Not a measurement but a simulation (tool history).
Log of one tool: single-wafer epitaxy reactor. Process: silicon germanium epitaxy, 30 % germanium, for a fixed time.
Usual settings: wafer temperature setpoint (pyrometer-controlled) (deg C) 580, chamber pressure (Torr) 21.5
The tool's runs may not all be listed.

run,hour,wafer temperature setpoint (pyrometer-controlled) (deg C),chamber pressure (Torr),"read-back reference wafer on the same gauge, thickness_nm",mean film thickness on the monitor wafer (Å)
1,0,580,20.4,46.099,397.88
2,88.8,580,20.4,46.211,398.76
3,107.6,580,25.8,46.27,442.62
4,128,571,21.5,46.188,336.6
5,181.5,571,21.5,46.217,334.92
6,204.6,580,21.5,46.181,407.93
7,254,580,21.5,46.345,407.03
8,266.5,580,21.5,46.1,406.3
9,295.7,580,21.5,46.228,407.32
10,322.5,580,24.2,46.2,429.1
11,344.4,580,21.5,46.255,404.26
12,361.2,593,19.2,46.288,510.63
# hour 385: pyrometer calibrated
13,389.2,580,18,46.27,376.4
14,402.3,590,23,46.287,517.13
# hour 423.8: capacitance manometer re-zeroed and calibrated
15,437.1,572,25.2,46.189,379.01
16,452.7,580,16.8,46.168,378.09
17,487.4,592,19.8,46.197,522.62
18,518.6,593,19.3,46.207,525.18
19,531.8,580,21.5,46.091,417.93
# hour 549: gauge calibrated
# hour 559.8: showerhead replaced
20,560.2,591,21.5,46.219,526.65
21,584.6,580,23.9,46.197,437.81
22,607.9,593,19.2,46.171,524.26
23,634.1,566,25.1,46.205,332.57
24,665.4,590,23.8,46.157,544.85
25,693.5,593,24.6,46.251,576.37
26,714.8,580,21.5,46.2,421.26
27,744.1,590,23.8,46.131,541.06
28,756.4,572,20,46.13,340.38
29,784.5,592,21.5,46.255,537.74
30,798.7,590,16.9,46.281,465.09
31,811.4,580,24.4,46.283,440.29
32,826.1,594,21.5,46.273,563.64
33,844.9,580,21.5,46.198,417.04
34,866.4,591,18.3,46.17,489.41

Forecast each of these 5 alternatives for the next run:
A,866.8,574,21.5,?,?
B,866.8,580,24.8,?,?
C,866.8,590,18.5,?,?
D,866.8,592,20.1,?,?
E,866.8,593,26.5,?,?

run,"read-back reference wafer on the same gauge, thickness_nm",mean film thickness on the monitor wafer (Å)
A,46.262,368.98
B,46.262,446.93
C,46.262,485.88
D,46.262,525.44
E,46.262,604.87
Without the tool's hidden state the same runs would have given:
run,mean film thickness on the monitor wafer (Å)
A,371.11
B,449.51
C,488.69
D,528.48
E,608.37

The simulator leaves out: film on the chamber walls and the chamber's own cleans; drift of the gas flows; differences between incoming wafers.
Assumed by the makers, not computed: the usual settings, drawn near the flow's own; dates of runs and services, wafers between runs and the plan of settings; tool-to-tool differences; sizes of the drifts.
